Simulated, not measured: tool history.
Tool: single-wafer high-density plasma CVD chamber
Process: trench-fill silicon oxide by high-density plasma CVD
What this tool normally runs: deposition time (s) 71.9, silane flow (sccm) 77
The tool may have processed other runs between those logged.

run    hour  deposition time (s)  silane flow (sccm)  read-back reference wafer on the same gauge, thickness_nm  mean film thickness on the monitor wafer (angstrom)
  1     0.0                 80.8                  77                                                    464.657                                              6207.16
  2    32.0                 80.8                  77                                                    465.032                                              6190.99
       72.1  -- gauge calibrated
  3    92.8                 67.7                  66                                                    463.818                                              4452.86
  4   158.7                 71.9                  77                                                    465.239                                              5548.41
  5   192.4                 71.9                  77                                                    463.470                                              5535.10
  6   240.6                 71.9                  77                                                    464.442                                              5541.89
  7   276.4                 71.9                  72                                                    464.559                                              5128.54
  8   327.3                 64.6                  70                                                    465.428                                              4484.56
  9   357.1                 64.6                  70                                                    464.379                                              4478.67
 10   382.2                 64.6                  70                                                    465.729                                              4504.35
 11   429.9                 71.9                  77                                                    464.594                                              5503.54
 12   500.2                 71.9                  77                                                    465.048                                              5489.22
 13   534.9                 71.9                  77                                                    465.111                                              5497.12
 14   582.9                 71.9                  77                                                    464.573                                              5491.49
 15   648.5                 71.9                  77                                                    465.120                                              5468.97
 16   682.5                 71.9                  77                                                    465.033                                              5484.13
 17   708.0                 71.9                  77                                                    463.470                                              5528.61
 18   752.0                 71.9                  77                                                    465.442                                              5443.06
 19   813.1                 71.9                  77                                                    464.575                                              5458.22
 20   883.3                 62.7                  88                                                    463.470                                              5422.82
 21   921.7                 71.9                  77                                                    464.673                                              5418.34
      928.8  -- gauge calibrated
 22   981.7                 80.0                  77                                                    464.563                                              6002.65
 23  1039.8                 71.9                  68                                                    464.332                                              4776.86
 24  1103.9                 80.4                  70                                                    465.521                                              5496.84
     1199.1  -- silane flow controller replaced
 25  1238.4                 71.9                  77                                                    465.038                                              5805.78
 26  1285.8                 84.4                  89                                                    466.248                                              7910.51
 27  1336.8                 71.9                  77                                                    464.909                                              5783.42
 28  1395.3                 59.2                  63                                                    464.932                                              3900.12
 29  1431.8                 67.9                  87                                                    464.514                                              6149.55
 30  1461.6                 71.9                  77                                                    464.621                                              5773.20
 31  1498.1                 71.9                  62                                                    465.733                                              4655.37
 32  1558.9                 79.9                  63                                                    465.258                                              5261.42
 33  1754.1                 60.4                  77                                                    464.979                                              4866.22
 34  1826.0                 71.9                  77                                                    465.072                                              5746.97
 35  1876.6                 64.6                  70                                                    464.752                                              4673.07
 36  1942.7                 63.1                  66                                                    466.001                                              4319.25

Hidden state or all else? Some run-to-run changes of mean film thickness on the monitor wafer (angstrom), split into what the settings, what came in and random variation would give without the hidden state, and what is left for the hidden state (with any gauge scatter that isn't in both results):
Unlogged tool condition in this case: delivered silane flow above the setpoint (%); gauge reads high (%).
Run 2 -> 3: deposition time (s) 80.8 -> 67.7, silane flow (sccm) 77 -> 66, gauge calibrated. mean film thickness on the monitor wafer (angstrom) -1738.13: hidden state +63.49, all else -1801.62.
Run 22 -> 23: deposition time (s) 80.0 -> 71.9, silane flow (sccm) 77 -> 68. mean film thickness on the monitor wafer (angstrom) -1225.79: hidden state +64.95, all else -1290.74.
Run 24 -> 25: deposition time (s) 80.4 -> 71.9, silane flow (sccm) 70 -> 77, silane flow controller replaced. mean film thickness on the monitor wafer (angstrom) +308.94: hidden state +383.21, all else -74.27.
Run 25 -> 26: deposition time (s) 71.9 -> 84.4, silane flow (sccm) 77 -> 89. mean film thickness on the monitor wafer (angstrom) +2104.73: hidden state +13.65, all else +2091.08.
Run 26 -> 27: deposition time (s) 84.4 -> 71.9, silane flow (sccm) 89 -> 77. mean film thickness on the monitor wafer (angstrom) -2127.09: hidden state -23.47, all else -2103.62.
Run 28 -> 29: deposition time (s) 59.2 -> 67.9, silane flow (sccm) 63 -> 87. mean film thickness on the monitor wafer (angstrom) +2249.43: hidden state +11.58, all else +2237.85.
